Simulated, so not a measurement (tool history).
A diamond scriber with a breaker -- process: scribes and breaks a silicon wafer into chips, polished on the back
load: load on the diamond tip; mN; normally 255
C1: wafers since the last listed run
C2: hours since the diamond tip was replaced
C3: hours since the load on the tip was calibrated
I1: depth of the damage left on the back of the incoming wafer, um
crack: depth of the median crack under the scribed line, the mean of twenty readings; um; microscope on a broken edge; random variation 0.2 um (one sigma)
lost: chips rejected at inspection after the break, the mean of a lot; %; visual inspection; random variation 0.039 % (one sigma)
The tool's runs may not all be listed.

Run 1, day 0.000: usual settings but load 215 mN; C1 0; C2 562.8; C3 776.6; I1 0.03. Result: crack 8.42 um, lost 12.51 %.
At day 1.742: diamond tip replaced by a new one.
Run 2, day 2.292: usual settings but load 311 mN; C1 210; C2 13.2; C3 831.6; I1 0.01. Result: crack 11.78 um, lost 3.01 %.
At day 3.442: load on the tip recalibrated.
Run 3, day 3.888: usual settings but load 311 mN; C1 144; C2 51.5; C3 10.7; I1 0.03. Result: crack 12.41 um, lost 3.06 %.
Run 4, day 6.529: usual settings but load 277 mN; C1 252; C2 114.9; C3 74.1; I1 0.05. Result: crack 11.00 um, lost 0.85 %.
Run 5, day 13.738: usual settings but load 202 mN; C1 688; C2 287.9; C3 247.1; I1 0.02. Result: crack 9.03 um, lost 5.96 %.
Run 6, day 15.646: usual settings but load 202 mN; C1 182; C2 333.7; C3 292.9; I1 0.03. Result: crack 8.99 um, lost 8.45 %.
Run 7, day 19.092: usual settings but load 230 mN; C1 329; C2 416.4; C3 375.6; I1 0.03. Result: crack 9.22 um, lost 4.94 %.
Run 8, day 20.096: usual settings but load 230 mN; C1 95; C2 440.5; C3 399.7; I1 0.03. Result: crack 9.10 um, lost 5.01 %.
Run 9, day 21.554: usual settings but load 280 mN; C1 139; C2 475.5; C3 434.7; I1 0.01. Result: crack 10.18 um, lost 1.42 %.
Run 10, day 24.504: usual settings but load 280 mN; C1 281; C2 546.3; C3 505.5; I1 0.02. Result: crack 9.45 um, lost 2.84 %.
At day 24.783: diamond tip replaced by a new one.
Run 11, day 26.671: usual settings but load 280 mN; C1 198; C2 45.3; C3 557.5; I1 0.04. Result: crack 11.49 um, lost 0.97 %.
Run 12, day 28.683: usual settings but load 217 mN; C1 192; C2 93.6; C3 605.8; I1 0.02. Result: crack 9.61 um, lost 2.53 %.
Run 13, day 31.004: usual settings but load 217 mN; C1 221; C2 149.3; C3 661.5; I1 0.01. Result: crack 9.48 um, lost 2.32 %.
Run 14, day 33.967: usual settings but load 326 mN; C1 282; C2 220.4; C3 732.6; I1 0.02. Result: crack 12.19 um, lost 2.83 %.
Run 15, day 36.850: usual settings but load 233 mN; C1 275; C2 289.6; C3 801.8; I1 0.03. Result: crack 9.98 um, lost 2.23 %.
At day 36.983: load on the tip recalibrated.
Run 16, day 38.942: usual settings but load 281 mN; C1 191; C2 339.8; C3 47.0; I1 0.05. Result: crack 10.55 um, lost 0.55 %.
Run 17, day 40.692: usual settings; C1 167; C2 381.8; C3 89.0; I1 0.03. Result: crack 10.10 um, lost 1.62 %.
At day 44.204: diamond tip replaced by a new one.
Run 18, day 46.121: usual settings; C1 510; C2 46.0; C3 219.3; I1 0.01. Result: crack 10.82 um, lost 0.61 %.
Run 19, day 48.492: usual settings but load 313 mN; C1 226; C2 102.9; C3 276.2; I1 0.02. Result: crack 11.95 um, lost 2.41 %.
Run 20, day 51.492: usual settings but load 304 mN; C1 286; C2 174.9; C3 348.2; I1 0.01. Result: crack 11.54 um, lost 1.66 %.

Run 21 is up next; what results do you expect?
Run 21, day 52.700: usual settings but load 316 mN; C1 115; C2 203.9; C3 377.2; I1 0.05. Result: crack ?, lost ?.

{"run 21": {"crack": 11.84, "lost": 2.11}}
Were there no unlogged condition in the tool, this run, its random variation unchanged, would have produced crack 12.24 um, lost 3.42 %.
